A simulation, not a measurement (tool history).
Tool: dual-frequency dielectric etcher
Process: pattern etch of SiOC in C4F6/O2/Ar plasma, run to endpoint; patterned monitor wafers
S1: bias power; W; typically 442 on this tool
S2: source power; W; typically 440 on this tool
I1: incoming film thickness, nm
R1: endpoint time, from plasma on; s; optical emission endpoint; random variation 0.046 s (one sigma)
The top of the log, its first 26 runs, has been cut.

Run 27, hour 700.5: usual settings but S2 380 W; I1 30.03. Result: R1 11.3 s.
Run 28, hour 714: usual settings but S1 470 W, S2 500 W; I1 30.26. Result: R1 10.1 s.
Run 29, hour 728.4: usual settings but S1 515 W, S2 490 W; I1 29.95. Result: R1 9.8 s.
Run 30, hour 753.8: usual settings but S1 336 W, S2 360 W; I1 30.14. Result: R1 13.4 s.
Run 31, hour 776.2: usual settings; I1 29.64. Result: R1 10.7 s.
Run 32, hour 807.2: usual settings; I1 30.22. Result: R1 10.9 s.
Run 33, hour 838.3: usual settings but S1 357 W, S2 390 W; I1 30. Result: R1 12.6 s.
Run 34, hour 864.3: usual settings but S1 359 W, S2 520 W; I1 30.03. Result: R1 11.4 s.

Consider 5 possible next runs. They are alternatives, not a sequence: every one starts from the tool as it was left by run 34. What does each give?
Run A, hour 864.7: usual settings; I1 30.38. Result: R1 ?.
Run B, hour 864.7: usual settings but S2 390 W; I1 30.38. Result: R1 ?.
Run C, hour 864.7: usual settings but S1 486 W, S2 410 W; I1 30.38. Result: R1 ?.
Run D, hour 864.7: usual settings but S1 361 W, S2 540 W; I1 30.38. Result: R1 ?.
Run E, hour 864.7: usual settings but S1 544 W, S2 470 W; I1 30.38. Result: R1 ?.

run    R1
  A    11
  B  11.4
  C  10.7
  D  11.5
  E   9.7
What these runs would have given with no unlogged condition in the tool:
run    R1
  A    11
  B  11.4
  C  10.7
  D  11.5
  E   9.7

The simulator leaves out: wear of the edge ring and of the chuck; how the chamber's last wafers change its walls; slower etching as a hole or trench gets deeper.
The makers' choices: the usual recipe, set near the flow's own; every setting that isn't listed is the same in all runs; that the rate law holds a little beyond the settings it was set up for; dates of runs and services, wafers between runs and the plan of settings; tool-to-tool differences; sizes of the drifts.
